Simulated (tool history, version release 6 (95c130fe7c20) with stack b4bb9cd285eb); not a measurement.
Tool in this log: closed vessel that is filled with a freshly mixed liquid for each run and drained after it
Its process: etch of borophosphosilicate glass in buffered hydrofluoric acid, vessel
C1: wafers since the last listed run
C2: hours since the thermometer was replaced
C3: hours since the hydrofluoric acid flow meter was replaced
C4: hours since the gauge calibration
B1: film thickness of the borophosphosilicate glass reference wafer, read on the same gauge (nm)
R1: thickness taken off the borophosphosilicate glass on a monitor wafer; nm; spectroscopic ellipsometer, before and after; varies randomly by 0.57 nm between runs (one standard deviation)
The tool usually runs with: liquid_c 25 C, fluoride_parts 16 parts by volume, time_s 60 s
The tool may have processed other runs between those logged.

{"run": 1, "hour": 0.0, "liquid_c": 25, "fluoride_parts": 16, "time_s": 60, "C1": 0, "C2": 1911.4, "C3": 2030.4, "C4": 102.3, "B1": 59.98, "R1": 132.06}
{"run": 2, "hour": 19.0, "liquid_c": 25, "fluoride_parts": 16, "time_s": 60, "C1": 1253, "C2": 1930.4, "C3": 2049.4, "C4": 121.3, "B1": 60.01, "R1": 131.7}
{"run": 3, "hour": 43.8, "liquid_c": 25, "fluoride_parts": 16, "time_s": 60, "C1": 1636, "C2": 1955.2, "C3": 2074.2, "C4": 146.1, "B1": 60.01, "R1": 133.39}
{"run": 4, "hour": 66.5, "liquid_c": 27, "fluoride_parts": 13.5, "time_s": 60, "C1": 1498, "C2": 1977.9, "C3": 2096.9, "C4": 168.8, "B1": 60.01, "R1": 174.64}
{"run": 5, "hour": 79.5, "liquid_c": 24, "fluoride_parts": 16, "time_s": 60, "C1": 857, "C2": 1990.9, "C3": 2109.9, "C4": 181.8, "B1": 59.99, "R1": 125.83}
{"run": 6, "hour": 96.7, "liquid_c": 24, "fluoride_parts": 16, "time_s": 60, "C1": 1135, "C2": 2008.1, "C3": 2127.1, "C4": 199, "B1": 60.03, "R1": 125.81}
{"run": 7, "hour": 122.9, "liquid_c": 25, "fluoride_parts": 16, "time_s": 60, "C1": 1729, "C2": 2034.3, "C3": 2153.3, "C4": 225.2, "B1": 59.99, "R1": 132.98}
{"hour": 146.5, "done": "gauge calibrated"}
{"run": 8, "hour": 151.4, "liquid_c": 25, "fluoride_parts": 16, "time_s": 60, "C1": 1880, "C2": 2062.8, "C3": 2181.8, "C4": 4.9, "B1": 60.03, "R1": 134.03}
{"run": 9, "hour": 185.8, "liquid_c": 25, "fluoride_parts": 16, "time_s": 80, "C1": 2270, "C2": 2097.2, "C3": 2216.2, "C4": 39.3, "B1": 60.02, "R1": 177.21}
{"run": 10, "hour": 211.8, "liquid_c": 27, "fluoride_parts": 18, "time_s": 90, "C1": 1715, "C2": 2123.2, "C3": 2242.2, "C4": 65.3, "B1": 60.02, "R1": 197.36}
{"run": 11, "hour": 239.8, "liquid_c": 25, "fluoride_parts": 16, "time_s": 60, "C1": 1847, "C2": 2151.2, "C3": 2270.2, "C4": 93.3, "B1": 60.03, "R1": 135.51}
{"run": 12, "hour": 266.7, "liquid_c": 25, "fluoride_parts": 20.5, "time_s": 35, "C1": 1775, "C2": 2178.1, "C3": 2297.1, "C4": 120.2, "B1": 60.01, "R1": 61.88}
{"hour": 269.9, "done": "thermometer replaced"}
{"hour": 281.8, "done": "hydrofluoric acid flow meter replaced"}
{"run": 13, "hour": 289.3, "liquid_c": 27.5, "fluoride_parts": 19, "time_s": 30, "C1": 1359, "C2": 19.4, "C3": 7.5, "C4": 142.8, "B1": 60.01, "R1": 55.83}
{"run": 14, "hour": 311.9, "liquid_c": 25, "fluoride_parts": 16, "time_s": 70, "C1": 1491, "C2": 42, "C3": 30.1, "C4": 165.4, "B1": 60.02, "R1": 136.26}
{"run": 15, "hour": 375.2, "liquid_c": 25, "fluoride_parts": 13, "time_s": 60, "C1": 4177, "C2": 105.3, "C3": 93.4, "C4": 228.7, "B1": 60.03, "R1": 145.27}
{"run": 16, "hour": 389.8, "liquid_c": 25, "fluoride_parts": 16, "time_s": 60, "C1": 963, "C2": 119.9, "C3": 108, "C4": 243.3, "B1": 60.03, "R1": 118.39}

Here are 3 independent what-if runs from the current tool condition. What would each one return?
{"run": "A", "hour": 390.5, "liquid_c": 22, "fluoride_parts": 16, "time_s": 60, "C1": 46, "C2": 120.6, "C3": 108.7, "C4": 244, "B1": "?", "R1": "?"}
{"run": "B", "hour": 390.5, "liquid_c": 20.5, "fluoride_parts": 11.5, "time_s": 60, "C1": 46, "C2": 120.6, "C3": 108.7, "C4": 244, "B1": "?", "R1": "?"}
{"run": "C", "hour": 390.5, "liquid_c": 28, "fluoride_parts": 22, "time_s": 85, "C1": 46, "C2": 120.6, "C3": 108.7, "C4": 244, "B1": "?", "R1": "?"}

run=A B1=60.03 R1=99.06
run=B B1=60.03 R1=126.37
run=C B1=60.03 R1=145.49
Take away the tool's hidden state, keep each run's random variation, and the runs would have read:
run=A R1=96.44
run=B R1=123.01
run=C R1=141.76

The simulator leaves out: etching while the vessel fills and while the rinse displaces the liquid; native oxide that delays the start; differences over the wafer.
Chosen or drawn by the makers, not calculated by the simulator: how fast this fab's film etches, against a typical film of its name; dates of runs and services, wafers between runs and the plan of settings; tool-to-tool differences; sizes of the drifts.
